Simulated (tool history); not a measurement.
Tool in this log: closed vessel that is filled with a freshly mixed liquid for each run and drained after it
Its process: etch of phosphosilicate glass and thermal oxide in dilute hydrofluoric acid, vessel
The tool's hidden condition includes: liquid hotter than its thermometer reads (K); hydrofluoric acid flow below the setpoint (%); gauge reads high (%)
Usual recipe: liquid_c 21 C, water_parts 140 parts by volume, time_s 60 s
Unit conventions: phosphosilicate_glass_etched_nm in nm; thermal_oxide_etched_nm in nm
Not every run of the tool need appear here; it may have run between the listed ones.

run    hour  liquid_c  water_parts  time_s  wafers since the last listed run  hours since the thermometer was replaced  hours since the hydrofluoric acid flow meter was replaced  hours since the gauge calibration  read-back film thickness of the phosphosilicate glass reference wafer, read on the same gauge (nm)  read-back film thickness of the thermal oxide reference wafer, read on the same gauge (nm)  phosphosilicate_glass_etched_nm  thermal_oxide_etched_nm
  1       0        21          165      60                                 0                                     384.7                                                      665.4                             1693.8                                                                                               50.02                                                                                     110.021                            15.51                    1.458
      199.8  -- hydrofluoric acid flow meter replaced, repeated, since the last time left the tool worse
      218.6  -- gauge calibrated
  2   313.9        21          140      40                             44280                                     698.6                                                      114.1                               95.3                                                                                               50.02                                                                                     110.003                            13.41                    1.264
      348.2  -- thermometer replaced
  3   394.7        18          120      30                             11292                                      46.5                                                      194.9                              176.1                                                                                               49.97                                                                                     109.959                            10.64                    1.004
  4   475.3        21          190      30                             11406                                     127.1                                                      275.5                              256.7                                                                                               50.02                                                                                     110.014                             6.98                    0.663
  5   522.7      25.5          180      70                              6707                                     174.5                                                      322.9                              304.1                                                                                               50.05                                                                                     109.983                            20.77                    1.914
  6   581.7        21          120      45                              8349                                     233.5                                                      381.9                              363.1                                                                                               49.98                                                                                     110.009                            17.89                    1.699
  7   627.1      23.5          140      85                              6424                                     278.9                                                      427.3                              408.5                                                                                                  50                                                                                     109.969                            31.34                    2.871
  8   715.2        21          165      40                             12467                                       367                                                      515.4                              496.6                                                                                               50.02                                                                                     110.008                            11.02                    1.057
  9   821.9      17.5          210      50                             15099                                     473.7                                                      622.1                              603.3                                                                                               49.97                                                                                     109.982                             9.05                    0.834
 10   919.7      19.5           85      80                             13840                                     571.5                                                      719.9                              701.1                                                                                               49.94                                                                                     110.002                            43.51                    4.113
 11  1014.3        21          140      60                             13387                                     666.1                                                      814.5                              795.7                                                                                               49.97                                                                                      110.01                            20.01                    1.818
     1046.5  -- thermometer replaced
 12  1086.6        21          140      80                             10090                                      40.1                                                      886.8                                868                                                                                               49.98                                                                                     109.985                            26.51                    2.504
 13  1168.8        21          140      45                             11632                                     122.3                                                        969                              950.2                                                                                               49.97                                                                                     110.004                            14.86                    1.429
 14  1215.1        21          140      60                              6552                                     168.6                                                     1015.3                              996.5                                                                                               50.02                                                                                     109.993                            19.75                    1.814
 15  1266.6        21          175      60                              7288                                     220.1                                                     1066.8                               1048                                                                                                  50                                                                                     110.065                             15.3                    1.408
 16    1348      22.5          180      80                             11519                                     301.5                                                     1148.2                             1129.4                                                                                               50.01                                                                                      109.98                            20.92                     1.94
 17  1437.3        25          140      80                             12637                                     390.8                                                     1237.5                             1218.7                                                                                               50.01                                                                                     110.007                            30.92                    2.832
 18  1475.3      24.5          110      90                              5377                                     428.8                                                     1275.5                             1256.7                                                                                               50.03                                                                                     110.002                            44.83                    4.161
 19  1557.6        21          190      60                             11646                                     511.1                                                     1357.8                               1339                                                                                                  50                                                                                     110.027                            13.73                    1.281
 20  1649.7        21          140      60                             13033                                     603.2                                                     1449.9                             1431.1                                                                                               50.01                                                                                      110.02                            19.71                    1.816
     1687.9  -- thermometer replaced
 21    1734        18          195      85                             11788                                      46.1                                                     1534.2                             1515.4                                                                                               50.01                                                                                     110.034                            16.69                    1.584
 22  1772.6        21           85      80                              5462                                      84.7                                                     1572.8                               1554                                                                                               50.04                                                                                     110.024                            45.56                    4.285
 23  1873.5        17          100      90                             14278                                     185.6                                                     1673.7                             1654.9                                                                                               49.99                                                                                     110.015                            36.45                    3.421
     1877.1  -- hydrofluoric acid flow meter replaced
 24  1929.7        19          140      60                              7811                                     241.8                                                       52.6                             1711.1                                                                                               49.96                                                                                     109.978                            18.64                    1.744

Here are 5 independent what-if runs from the current tool condition. What would each one return?
  A  1930.4        21          140      60                                99                                     242.5                                                       53.3                             1711.8                                                                                                   ?                                                                                           ?                                ?                        ?
  B  1930.4        18          140      30                                99                                     242.5                                                       53.3                             1711.8                                                                                                   ?                                                                                           ?                                ?                        ?
  C  1930.4      23.5          140      60                                99                                     242.5                                                       53.3                             1711.8                                                                                                   ?                                                                                           ?                                ?                        ?
  D  1930.4        17           75      60                                99                                     242.5                                                       53.3                             1711.8                                                                                                   ?                                                                                           ?                                ?                        ?
  E  1930.4        21          105      35                                99                                     242.5                                                       53.3                             1711.8                                                                                                   ?                                                                                           ?                                ?                        ?

run  read-back film thickness of the phosphosilicate glass reference wafer, read on the same gauge (nm)  read-back film thickness of the thermal oxide reference wafer, read on the same gauge (nm)  phosphosilicate_glass_etched_nm  thermal_oxide_etched_nm
  A                                                                                               50.02                                                                                     110.012                            20.22                    1.858
  B                                                                                               50.02                                                                                     110.012                             8.96                    0.823
  C                                                                                               50.02                                                                                     110.012                             22.3                    2.049
  D                                                                                               50.02                                                                                     110.012                            34.33                    3.154
  E                                                                                               50.02                                                                                     110.012                            16.35                    1.502
Take away the tool's hidden state, keep each run's random variation, and the runs would have read:
run  phosphosilicate_glass_etched_nm  thermal_oxide_etched_nm
  A                             20.3                    1.865
  B                             8.99                    0.826
  C                            22.38                    2.056
  D                            34.46                    3.166
  E                            16.41                    1.507
